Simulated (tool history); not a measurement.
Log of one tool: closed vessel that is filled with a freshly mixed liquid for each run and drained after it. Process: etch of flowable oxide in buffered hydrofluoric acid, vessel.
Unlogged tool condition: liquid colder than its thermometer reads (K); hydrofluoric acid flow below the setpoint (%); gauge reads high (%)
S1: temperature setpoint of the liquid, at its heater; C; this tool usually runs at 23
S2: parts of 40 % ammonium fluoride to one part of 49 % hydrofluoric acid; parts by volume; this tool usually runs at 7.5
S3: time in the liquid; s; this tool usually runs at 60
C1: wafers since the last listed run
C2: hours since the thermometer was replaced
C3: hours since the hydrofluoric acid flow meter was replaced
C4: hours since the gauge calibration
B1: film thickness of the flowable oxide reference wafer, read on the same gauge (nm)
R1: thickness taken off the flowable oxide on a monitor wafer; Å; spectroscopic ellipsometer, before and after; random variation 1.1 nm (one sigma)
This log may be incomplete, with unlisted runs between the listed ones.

| run | day | S1 | S2 | S3 | C1 | C2 | C3 | C4 | B1 | R1 |
|---|---|---|---|---|---|---|---|---|---|---|
| 1 | 0 | 20 | 7.5 | 60 | 0 | 1187.6 | 1606.5 | 36.3 | 70 | 1060 |
| 2 | 0.758 | 23 | 7.5 | 80 | 2190 | 1205.8 | 1624.7 | 54.5 | 70.01 | 1655.5 |
| 3 | 2.996 | 23 | 7.5 | 60 | 6464 | 1259.5 | 1678.4 | 108.2 | 70.02 | 1260.8 |
| 4 | 3.75 | 23 | 7.5 | 60 | 2178 | 1277.6 | 1696.5 | 126.3 | 69.99 | 1240.2 |
| 5 | 5.525 | 23 | 7.5 | 60 | 5128 | 1320.2 | 1739.1 | 168.9 | 69.97 | 1225.6 |
| 6 | 6.704 | 23 | 7.5 | 60 | 3406 | 1348.5 | 1767.4 | 197.2 | 69.98 | 1215.4 |
|  | 7.971 | gauge calibrated |
| 7 | 8.058 | 23 | 7.5 | 60 | 3912 | 1381 | 1799.9 | 2.1 | 70.03 | 1241.2 |
| 8 | 9.304 | 23 | 7.5 | 60 | 3599 | 1410.9 | 1829.8 | 32 | 70.01 | 1239.9 |
| 9 | 10.1 | 23 | 7.5 | 60 | 2299 | 1430 | 1848.9 | 51.1 | 70 | 1234.5 |
| 10 | 10.883 | 23 | 7.5 | 60 | 2263 | 1448.8 | 1867.7 | 69.9 | 69.98 | 1244.8 |
|  | 11.592 | thermometer replaced |
| 11 | 11.612 | 23 | 8 | 60 | 1986 | 0.5 | 1885.2 | 87.4 | 70 | 1157.3 |
|  | 12.108 | hydrofluoric acid flow meter replaced |
| 12 | 12.233 | 23 | 7.5 | 60 | 1673 | 15.4 | 3 | 102.3 | 69.98 | 1239.2 |
| 13 | 13.167 | 25 | 7.5 | 50 | 2696 | 37.8 | 25.4 | 124.7 | 70 | 1170.7 |
| 14 | 13.692 | 20.5 | 9.5 | 90 | 1516 | 50.4 | 38 | 137.3 | 69.99 | 1274.1 |
| 15 | 14.229 | 23 | 5 | 60 | 1552 | 63.3 | 50.9 | 150.2 | 69.96 | 1771.8 |
| 16 | 15.521 | 23 | 7.5 | 40 | 3731 | 94.3 | 81.9 | 181.2 | 70.02 | 823.2 |
| 17 | 16.192 | 23 | 7.5 | 60 | 1938 | 110.4 | 98 | 197.3 | 70.02 | 1247 |
| 18 | 16.783 | 23 | 7.5 | 60 | 1709 | 124.6 | 112.2 | 211.5 | 69.99 | 1235.3 |
| 19 | 17.433 | 27 | 7.5 | 80 | 1877 | 140.2 | 127.8 | 227.1 | 69.99 | 2041.2 |
| 20 | 18.083 | 21.5 | 6.5 | 70 | 1877 | 155.8 | 143.4 | 242.7 | 70.01 | 1533.8 |
| 21 | 18.842 | 23 | 7.5 | 60 | 2190 | 174 | 161.6 | 260.9 | 70.03 | 1245.2 |
|  | 19.121 | gauge calibrated |
| 22 | 19.608 | 23 | 7.5 | 60 | 2215 | 192.4 | 180 | 11.7 | 70.01 | 1241 |
| 23 | 20.475 | 21 | 10 | 45 | 2503 | 213.2 | 200.8 | 32.5 | 70 | 638.9 |
| 24 | 21.467 | 23 | 7.5 | 40 | 2865 | 237 | 224.6 | 56.3 | 69.99 | 824.3 |

Alternative continuations, all from the tool just after run 24; predict every row:
| A | 21.496 | 23 | 7.5 | 60 | 84 | 237.7 | 225.3 | 57 | ? | ? |
| B | 21.496 | 23 | 9.5 | 90 | 84 | 237.7 | 225.3 | 57 | ? | ? |
| C | 21.496 | 26 | 7.5 | 60 | 84 | 237.7 | 225.3 | 57 | ? | ? |

| run | B1 | R1 |
|---|---|---|
| A | 70.01 | 1235.3 |
| B | 70.01 | 1470 |
| C | 70.01 | 1453.8 |
With the hidden condition removed and each run's random variation left untouched, the same runs would have given:
| run | R1 |
|---|---|
| A | 1235.3 |
| B | 1470 |
| C | 1453.8 |
